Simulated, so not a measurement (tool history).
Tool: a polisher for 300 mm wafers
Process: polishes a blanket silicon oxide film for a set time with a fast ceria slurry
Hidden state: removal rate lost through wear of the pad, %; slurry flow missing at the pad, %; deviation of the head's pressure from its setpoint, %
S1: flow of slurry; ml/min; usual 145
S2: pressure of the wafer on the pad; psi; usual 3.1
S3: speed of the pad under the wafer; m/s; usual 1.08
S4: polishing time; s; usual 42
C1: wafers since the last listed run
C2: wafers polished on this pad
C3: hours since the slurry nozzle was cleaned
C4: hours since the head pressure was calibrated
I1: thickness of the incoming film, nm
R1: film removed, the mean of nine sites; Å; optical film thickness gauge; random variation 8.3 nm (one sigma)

run,hour,S1,S2,S3,S4,C1,C2,C3,C4,I1,R1
1,0,145,3.1,1.08,42,0,289,366.5,525.5,2285.5,8400
2,15.4,145,3.1,1.08,42,107,397,381.9,540.9,2279.5,8529
3,21.7,145,3.1,1.08,42,44,441,388.2,547.2,2298.4,8689
4,39.3,145,2.7,1.08,42,123,565,405.8,564.8,2276.7,7282
# hour 59: worn pad replaced by a new one
5,59.5,145,2.7,1.08,42,113,3,426,585,2284,7613
6,66.3,145,3.1,1.08,42,47,50,432.8,591.8,2242.5,8531
7,77.8,145,3.1,1.08,42,80,131,444.3,603.3,2264.1,8390
8,90.4,145,3.1,1.08,48,88,219,456.9,615.9,2291.1,10074
9,103.2,145,3.1,1.08,48,89,309,469.7,628.7,2271.9,9992
10,109.6,145,3.1,1.08,48,44,354,476.1,635.1,2296.5,9768
11,126.8,145,2.8,1.08,42,120,474,493.3,652.3,2310.2,7876
12,142.5,145,3.1,1.08,42,109,584,509,668,2290.6,8519
13,158.8,145,3.1,1.08,42,114,698,525.3,684.3,2270.2,8625
# hour 164.6: worn pad replaced by a new one
14,168.5,145,3.7,1.08,42,39,27,535,694,2284.2,10626
15,175.7,145,3.7,1.08,42,50,77,542.2,701.2,2251.2,10398
16,188.4,145,3.7,1.08,42,88,166,554.9,713.9,2314,10544
17,201.6,145,3.1,1.08,42,92,259,568.1,727.1,2293.8,8795
18,214.6,145,3.1,1.08,42,91,350,581.1,740.1,2260.4,8855
19,230.8,125,3.1,1.08,47,113,463,597.3,756.3,2291.5,9495
20,244.4,145,3.1,1.08,42,95,558,610.9,769.9,2283.9,8799
# hour 256: worn pad replaced by a new one
21,258.3,165,3.9,1.22,33,69,16,624.8,783.8,2276,10014
22,272.2,145,3.1,1.08,42,97,113,638.7,797.7,2320.1,8883
# hour 277.8: slurry nozzle cleaned
23,282,145,3.1,1.08,42,61,175,4.2,807.5,2280,8909
24,294,130,4,1.08,53,84,259,16.2,819.5,2309.3,13996
25,307.2,95,3.1,1.26,42,92,351,29.4,832.7,2294.1,9505
26,319.3,125,3.8,1.32,34,84,436,41.5,844.8,2287.9,10410
# hour 325.2: head pressure recalibrated
27,326.3,175,4.2,1.08,30,35,471,48.5,1.1,2304.7,8021
28,340.6,145,3.1,1.08,42,100,571,62.8,15.4,2281.9,8017
# hour 353.5: worn pad replaced by a new one
29,357,145,3.1,1.08,36,86,24,79.2,31.8,2288.5,6856
30,367.3,145,3.1,0.82,57,72,96,89.5,42.1,2283,8212
31,383,165,3.9,1.22,33,109,206,105.2,57.8,2274.5,9083
32,391.9,145,3.1,0.72,42,62,269,114.1,66.7,2272.2,5342
33,406.3,125,3.1,1.32,42,100,370,128.5,81.1,2257,9531
34,422,190,3.6,1.24,33,109,480,144.2,96.8,2277,9008
35,436.7,95,2.2,1.08,42,102,583,158.9,111.5,2278.7,5268
36,444.6,145,3.1,1.08,42,55,638,166.8,119.4,2281.4,7986
37,452.7,145,3.1,1.08,42,56,695,174.9,127.5,2259.6,8122

Forecast each of these 4 alternatives for the next run:
A,453.1,145,3.1,1.08,47,1,696,175.3,127.9,2236.5,?
B,453.1,145,3.1,1.08,37,1,696,175.3,127.9,2236.5,?
C,453.1,145,3.1,0.9,53,1,696,175.3,127.9,2236.5,?
D,453.1,145,2.8,1.24,34,1,696,175.3,127.9,2236.5,?

run,R1
A,9127
B,7185
C,8577
D,6847
Without the tool's hidden state the same runs would have given:
run,R1
A,8844
B,6962
C,8311
D,6635

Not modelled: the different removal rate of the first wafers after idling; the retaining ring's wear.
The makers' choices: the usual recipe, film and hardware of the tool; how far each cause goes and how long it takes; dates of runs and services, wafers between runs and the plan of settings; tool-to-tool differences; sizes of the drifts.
